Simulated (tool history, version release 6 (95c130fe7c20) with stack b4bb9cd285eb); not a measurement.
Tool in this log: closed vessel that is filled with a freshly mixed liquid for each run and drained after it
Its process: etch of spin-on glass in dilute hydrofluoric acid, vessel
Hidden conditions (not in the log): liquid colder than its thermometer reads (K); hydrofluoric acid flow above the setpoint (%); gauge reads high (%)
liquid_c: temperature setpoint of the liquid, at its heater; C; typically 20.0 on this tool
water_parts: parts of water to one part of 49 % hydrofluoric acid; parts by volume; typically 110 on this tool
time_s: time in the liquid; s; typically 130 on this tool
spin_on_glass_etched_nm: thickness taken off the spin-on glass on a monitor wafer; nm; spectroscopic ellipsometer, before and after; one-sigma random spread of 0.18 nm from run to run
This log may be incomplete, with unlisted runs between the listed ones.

run	hour	liquid_c	water_parts	time_s	wafers since the last listed run	hours since the thermometer was replaced	hours since the hydrofluoric acid flow meter was replaced	hours since the gauge calibration	read-back film thickness of the spin-on glass reference wafer, read on the same gauge (nm)	spin_on_glass_etched_nm
1	0.0	20.0	110	130	0	650.8	22.6	1595.5	130.00	39.04
2	35.1	20.0	110	130	4277	685.9	57.7	1630.6	129.99	39.17
3	76.6	21.0	140	130	5056	727.4	99.2	1672.1	130.01	30.99
4	106.0	18.0	110	130	3582	756.8	128.6	1701.5	130.04	35.91
5	137.6	18.0	110	130	3850	788.4	160.2	1733.1	129.97	35.79
6	176.2	20.0	110	130	4703	827.0	198.8	1771.7	129.99	38.72
7	229.5	20.0	110	130	6494	880.3	252.1	1825.0	129.98	38.84
8	325.6	20.0	110	130	11710	976.4	348.2	1921.1	129.99	38.68
9	380.2	20.0	110	130	6653	1031.0	402.8	1975.7	130.00	38.54
10	413.9	20.0	110	130	4106	1064.7	436.5	2009.4	130.07	38.86
11	438.6	20.0	135	130	3009	1089.4	461.2	2034.1	130.04	30.64
12	462.6	20.0	110	130	2924	1113.4	485.2	2058.1	129.99	38.55
13	493.5	20.0	110	130	3765	1144.3	516.1	2089.0	130.04	38.36
14	561.4	20.0	110	130	8273	1212.2	584.0	2156.9	130.02	38.59
# hour 649.1: thermometer replaced
15	712.4	18.5	80	205	18278	63.3	735.0	2307.9	130.04	83.77
16	781.9	20.0	110	85	8468	132.8	804.5	2377.4	130.02	25.91
17	960.4	20.0	110	130	21751	311.3	983.0	2555.9	130.03	39.41
# hour 985.0: gauge calibrated
18	1024.0	21.5	70	190	7749	374.9	1046.6	39.0	130.04	100.08
19	1053.4	17.5	80	130	3582	404.3	1076.0	68.4	129.98	50.65
20	1091.0	20.0	110	185	4581	441.9	1113.6	106.0	129.93	55.91
21	1137.7	20.0	110	130	5690	488.6	1160.3	152.7	130.04	39.30
22	1183.3	20.0	110	130	5556	534.2	1205.9	198.3	130.01	39.17
# hour 1220.6: hydrofluoric acid flow meter replaced
23	1222.0	24.0	80	55	4593	572.9	1.4	237.0	129.97	27.96
24	1266.0	22.0	140	130	5361	616.9	45.4	281.0	129.98	32.32
25	1429.3	21.5	110	130	19898	780.2	208.7	444.3	130.01	41.80
26	1498.0	20.0	145	130	8371	848.9	277.4	513.0	130.07	28.62
27	1532.9	20.0	110	130	4252	883.8	312.3	547.9	129.98	38.91
28	1564.5	17.0	110	50	3850	915.4	343.9	579.5	130.00	13.24
29	1596.7	20.0	110	130	3923	947.6	376.1	611.7	130.03	38.90
30	1663.4	20.0	155	160	8127	1014.3	442.8	678.4	129.98	32.15
31	1687.8	22.5	110	130	2973	1038.7	467.2	702.8	129.99	42.92
32	1714.4	23.0	110	165	3241	1065.3	493.8	729.4	129.97	55.61

What the log doesn't show, run by run:
hydrofluoric acid flow above the setpoint (%): 0 across all the runs
gauge reads high (%): 0 across all the runs
H1: liquid colder than its thermometer reads (K)
run	H1
1	0.473
2	0.494
3	0.52
4	0.538
5	0.557
6	0.581
7	0.614
8	0.673
9	0.707
10	0.728
11	0.743
12	0.758
13	0.777
14	0.818
15	0.0692
16	0.112
17	0.222
18	0.261
19	0.279
20	0.302
21	0.331
22	0.359
23	0.383
24	0.41
25	0.511
26	0.553
27	0.574
28	0.594
29	0.614
30	0.655
31	0.67
32	0.686
